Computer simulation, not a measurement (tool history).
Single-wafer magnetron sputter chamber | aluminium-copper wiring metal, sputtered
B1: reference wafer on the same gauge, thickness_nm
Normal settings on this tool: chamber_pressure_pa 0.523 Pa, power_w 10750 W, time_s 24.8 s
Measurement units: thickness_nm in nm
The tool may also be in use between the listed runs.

{"run": 1, "day": 0.0, "chamber_pressure_pa": 0.523, "power_w": 10750, "time_s": 24.8, "B1": 404.014, "thickness_nm": 421.393}
{"run": 2, "day": 0.375, "chamber_pressure_pa": 0.523, "power_w": 10750, "time_s": 24.8, "B1": 404.282, "thickness_nm": 424.211}
{"run": 3, "day": 0.942, "chamber_pressure_pa": 0.523, "power_w": 10750, "time_s": 24.8, "B1": 403.94, "thickness_nm": 419.413}
{"run": 4, "day": 1.2, "chamber_pressure_pa": 0.523, "power_w": 10750, "time_s": 24.8, "B1": 404.3, "thickness_nm": 421.65}
{"day": 1.921, "done": "sputter target and shields replaced"}
{"run": 5, "day": 1.942, "chamber_pressure_pa": 0.523, "power_w": 9200, "time_s": 24.8, "B1": 403.502, "thickness_nm": 366.123}
{"run": 6, "day": 2.408, "chamber_pressure_pa": 0.523, "power_w": 9200, "time_s": 24.8, "B1": 404.056, "thickness_nm": 362.991}
{"run": 7, "day": 2.9, "chamber_pressure_pa": 0.523, "power_w": 9200, "time_s": 24.8, "B1": 404.122, "thickness_nm": 363.856}
{"run": 8, "day": 3.208, "chamber_pressure_pa": 0.523, "power_w": 10750, "time_s": 24.8, "B1": 404.402, "thickness_nm": 422.056}
{"run": 9, "day": 3.6, "chamber_pressure_pa": 0.523, "power_w": 10750, "time_s": 24.8, "B1": 404.288, "thickness_nm": 424.088}
{"day": 3.946, "done": "gauge calibrated"}
{"run": 10, "day": 4.062, "chamber_pressure_pa": 0.523, "power_w": 10750, "time_s": 24.8, "B1": 404.212, "thickness_nm": 422.134}
{"day": 4.942, "done": "capacitance manometer re-zeroed and calibrated"}
{"day": 5.271, "done": "sputter target and shields replaced"}
{"day": 5.6, "done": "magnet pack replaced"}
{"run": 11, "day": 5.696, "chamber_pressure_pa": 0.523, "power_w": 10750, "time_s": 24.8, "B1": 403.651, "thickness_nm": 427.27}
{"run": 12, "day": 6.175, "chamber_pressure_pa": 0.666, "power_w": 10750, "time_s": 24.8, "B1": 404.172, "thickness_nm": 395.922}
{"run": 13, "day": 6.775, "chamber_pressure_pa": 0.523, "power_w": 10050, "time_s": 27.9, "B1": 403.88, "thickness_nm": 444.716}
{"run": 14, "day": 7.442, "chamber_pressure_pa": 0.523, "power_w": 10750, "time_s": 24.8, "B1": 403.646, "thickness_nm": 421.002}
{"run": 15, "day": 7.733, "chamber_pressure_pa": 0.65, "power_w": 9900, "time_s": 27.0, "B1": 403.891, "thickness_nm": 393.019}
{"day": 9.392, "done": "sputter target and shields replaced"}
{"run": 16, "day": 9.412, "chamber_pressure_pa": 0.621, "power_w": 10750, "time_s": 28.5, "B1": 404.69, "thickness_nm": 467.002}
{"run": 17, "day": 9.762, "chamber_pressure_pa": 0.674, "power_w": 11550, "time_s": 27.4, "B1": 404.509, "thickness_nm": 467.514}
{"run": 18, "day": 10.171, "chamber_pressure_pa": 0.65, "power_w": 9900, "time_s": 27.0, "B1": 404.507, "thickness_nm": 400.435}
{"run": 19, "day": 10.438, "chamber_pressure_pa": 0.428, "power_w": 11900, "time_s": 24.8, "B1": 403.77, "thickness_nm": 494.766}
{"run": 20, "day": 11.158, "chamber_pressure_pa": 0.334, "power_w": 12350, "time_s": 26.8, "B1": 404.353, "thickness_nm": 577.977}

Pick out some run-to-run changes in thickness_nm. Of each, how much would a tool without hidden state show as well, from the settings, what came in and chance, and how much is left for the hidden state and any gauge scatter not in both results compared?
The tool's hidden condition here consists of: deposition rate above that of a new target (%); true argon pressure above the setpoint (%); gauge reads high (%).
Run 4 -> 5: power_w 10750 -> 9200, sputter target and shields replaced. thickness_nm -55.527 nm: hidden state +6.494, all else -62.021.
Run 15 -> 16: chamber_pressure_pa 0.650 -> 0.621, power_w 9900 -> 10750, time_s 27.0 -> 28.5, sputter target and shields replaced. thickness_nm +73.983 nm: hidden state +5.343, all else +68.640.
Run 18 -> 19: chamber_pressure_pa 0.650 -> 0.428, power_w 9900 -> 11900, time_s 27.0 -> 24.8. thickness_nm +94.331 nm: hidden state -1.258, all else +95.589.
Run 19 -> 20: chamber_pressure_pa 0.428 -> 0.334, power_w 11900 -> 12350, time_s 24.8 -> 26.8. thickness_nm +83.211 nm: hidden state -2.989, all else +86.200.

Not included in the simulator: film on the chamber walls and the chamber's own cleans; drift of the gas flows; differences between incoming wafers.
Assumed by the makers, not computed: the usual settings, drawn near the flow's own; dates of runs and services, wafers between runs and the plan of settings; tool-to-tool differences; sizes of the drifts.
